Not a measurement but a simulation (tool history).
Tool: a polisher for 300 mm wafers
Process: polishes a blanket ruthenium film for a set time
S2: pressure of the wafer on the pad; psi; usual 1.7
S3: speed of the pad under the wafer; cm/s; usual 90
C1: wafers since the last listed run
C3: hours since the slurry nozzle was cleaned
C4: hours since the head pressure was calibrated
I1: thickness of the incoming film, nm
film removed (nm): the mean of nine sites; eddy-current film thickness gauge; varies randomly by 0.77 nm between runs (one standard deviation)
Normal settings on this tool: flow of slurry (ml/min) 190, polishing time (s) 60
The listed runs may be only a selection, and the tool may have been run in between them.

{"run": 1, "hour": 0.0, "flow of slurry (ml/min)": 190, "S2": 1.5, "S3": 90, "polishing time (s)": 50, "C1": 0, "wafers polished on this pad": 302, "C3": 682.0, "C4": 817.4, "I1": 300.8, "film removed (nm)": 41.0}
{"run": 2, "hour": 13.1, "flow of slurry (ml/min)": 190, "S2": 1.5, "S3": 90, "polishing time (s)": 50, "C1": 210, "wafers polished on this pad": 513, "C3": 695.1, "C4": 830.5, "I1": 297.4, "film removed (nm)": 40.3}
{"run": 3, "hour": 23.3, "flow of slurry (ml/min)": 190, "S2": 1.7, "S3": 90, "polishing time (s)": 60, "C1": 164, "wafers polished on this pad": 677, "C3": 705.3, "C4": 840.7, "I1": 305.0, "film removed (nm)": 52.0}
{"run": 4, "hour": 34.6, "flow of slurry (ml/min)": 155, "S2": 1.7, "S3": 90, "polishing time (s)": 60, "C1": 181, "wafers polished on this pad": 859, "C3": 716.6, "C4": 852.0, "I1": 302.8, "film removed (nm)": 48.7}
{"hour": 45.7, "done": "worn pad replaced by a new one"}
{"run": 5, "hour": 48.0, "flow of slurry (ml/min)": 155, "S2": 1.7, "S3": 90, "polishing time (s)": 60, "C1": 151, "wafers polished on this pad": 37, "C3": 730.0, "C4": 865.4, "I1": 299.9, "film removed (nm)": 56.4}
{"run": 6, "hour": 65.5, "flow of slurry (ml/min)": 155, "S2": 1.7, "S3": 90, "polishing time (s)": 60, "C1": 281, "wafers polished on this pad": 319, "C3": 747.5, "C4": 882.9, "I1": 301.0, "film removed (nm)": 52.9}
{"run": 7, "hour": 107.7, "flow of slurry (ml/min)": 190, "S2": 1.5, "S3": 90, "polishing time (s)": 60, "C1": 679, "wafers polished on this pad": 998, "C3": 789.7, "C4": 925.1, "I1": 299.8, "film removed (nm)": 44.8}
{"hour": 114.2, "done": "worn pad replaced by a new one"}
{"run": 8, "hour": 119.8, "flow of slurry (ml/min)": 190, "S2": 1.5, "S3": 90, "polishing time (s)": 60, "C1": 130, "wafers polished on this pad": 89, "C3": 801.8, "C4": 937.2, "I1": 304.3, "film removed (nm)": 53.2}
{"run": 9, "hour": 134.0, "flow of slurry (ml/min)": 190, "S2": 1.5, "S3": 90, "polishing time (s)": 60, "C1": 228, "wafers polished on this pad": 318, "C3": 816.0, "C4": 951.4, "I1": 302.8, "film removed (nm)": 50.1}
{"run": 10, "hour": 151.8, "flow of slurry (ml/min)": 175, "S2": 1.7, "S3": 90, "polishing time (s)": 47, "C1": 286, "wafers polished on this pad": 604, "C3": 833.8, "C4": 969.2, "I1": 302.5, "film removed (nm)": 40.7}
{"hour": 155.5, "done": "slurry nozzle cleaned"}
{"run": 11, "hour": 158.9, "flow of slurry (ml/min)": 190, "S2": 1.7, "S3": 90, "polishing time (s)": 60, "C1": 98, "wafers polished on this pad": 702, "C3": 3.4, "C4": 976.3, "I1": 299.2, "film removed (nm)": 51.7}
{"run": 12, "hour": 171.3, "flow of slurry (ml/min)": 235, "S2": 2.1, "S3": 112, "polishing time (s)": 42, "C1": 199, "wafers polished on this pad": 902, "C3": 15.8, "C4": 988.7, "I1": 298.1, "film removed (nm)": 53.8}
{"hour": 175.6, "done": "worn pad replaced by a new one, of another model than before"}
{"run": 13, "hour": 180.6, "flow of slurry (ml/min)": 190, "S2": 1.5, "S3": 90, "polishing time (s)": 80, "C1": 85, "wafers polished on this pad": 80, "C3": 25.1, "C4": 998.0, "I1": 298.9, "film removed (nm)": 69.8}
{"run": 14, "hour": 188.8, "flow of slurry (ml/min)": 190, "S2": 1.7, "S3": 90, "polishing time (s)": 60, "C1": 132, "wafers polished on this pad": 212, "C3": 33.3, "C4": 1006.2, "I1": 298.5, "film removed (nm)": 54.8}
{"run": 15, "hour": 205.3, "flow of slurry (ml/min)": 160, "S2": 1.7, "S3": 104, "polishing time (s)": 60, "C1": 265, "wafers polished on this pad": 478, "C3": 49.8, "C4": 1022.7, "I1": 301.2, "film removed (nm)": 58.5}
{"hour": 211.5, "done": "head pressure recalibrated"}
{"run": 16, "hour": 222.8, "flow of slurry (ml/min)": 190, "S2": 1.4, "S3": 90, "polishing time (s)": 60, "C1": 249, "wafers polished on this pad": 728, "C3": 67.3, "C4": 11.3, "I1": 300.9, "film removed (nm)": 47.5}
{"hour": 234.6, "done": "worn pad replaced by a new one"}
{"run": 17, "hour": 235.1, "flow of slurry (ml/min)": 190, "S2": 2.2, "S3": 90, "polishing time (s)": 69, "C1": 133, "wafers polished on this pad": 8, "C3": 79.6, "C4": 23.6, "I1": 302.3, "film removed (nm)": 72.9}
{"run": 18, "hour": 244.9, "flow of slurry (ml/min)": 205, "S2": 2.3, "S3": 70, "polishing time (s)": 40, "C1": 157, "wafers polished on this pad": 166, "C3": 89.4, "C4": 33.4, "I1": 305.9, "film removed (nm)": 35.5}
{"run": 19, "hour": 260.8, "flow of slurry (ml/min)": 170, "S2": 1.2, "S3": 106, "polishing time (s)": 74, "C1": 256, "wafers polished on this pad": 422, "C3": 105.3, "C4": 49.3, "I1": 296.4, "film removed (nm)": 64.3}
{"run": 20, "hour": 272.5, "flow of slurry (ml/min)": 190, "S2": 1.2, "S3": 90, "polishing time (s)": 60, "C1": 188, "wafers polished on this pad": 610, "C3": 117.0, "C4": 61.0, "I1": 304.3, "film removed (nm)": 46.4}
{"hour": 304.8, "done": "worn pad replaced by a new one"}
{"run": 21, "hour": 310.2, "flow of slurry (ml/min)": 190, "S2": 1.7, "S3": 74, "polishing time (s)": 67, "C1": 542, "wafers polished on this pad": 86, "C3": 154.7, "C4": 98.7, "I1": 301.0, "film removed (nm)": 54.6}

How would selected steps in film removed (nm) from run to run divide? Give the signed amount a tool lacking its hidden state would still show from settings, what came in and random variation, and the signed amount left for the hidden state, including any gauge scatter that is not in both of the compared results.
Unlogged tool condition in this case: removal rate lost through wear of the pad, %; slurry flow missing at the pad, %; deviation of the head's pressure from its setpoint, %.
Run 4 -> 5: worn pad replaced by a new one. film removed (nm) +7.7: hidden state +5.4, all else +2.3.
Run 7 -> 8: worn pad replaced by a new one. film removed (nm) +8.4: hidden state +6.1, all else +2.3.
Run 17 -> 18: flow of slurry (ml/min) 190 -> 205, S2 2.2 -> 2.3, S3 90 -> 70, polishing time (s) 69 -> 40. film removed (nm) -37.4: hidden state +0.1, all else -37.5.
Run 18 -> 19: flow of slurry (ml/min) 205 -> 170, S2 2.3 -> 1.2, S3 70 -> 106, polishing time (s) 40 -> 74. film removed (nm) +28.8: hidden state -3.5, all else +32.3.
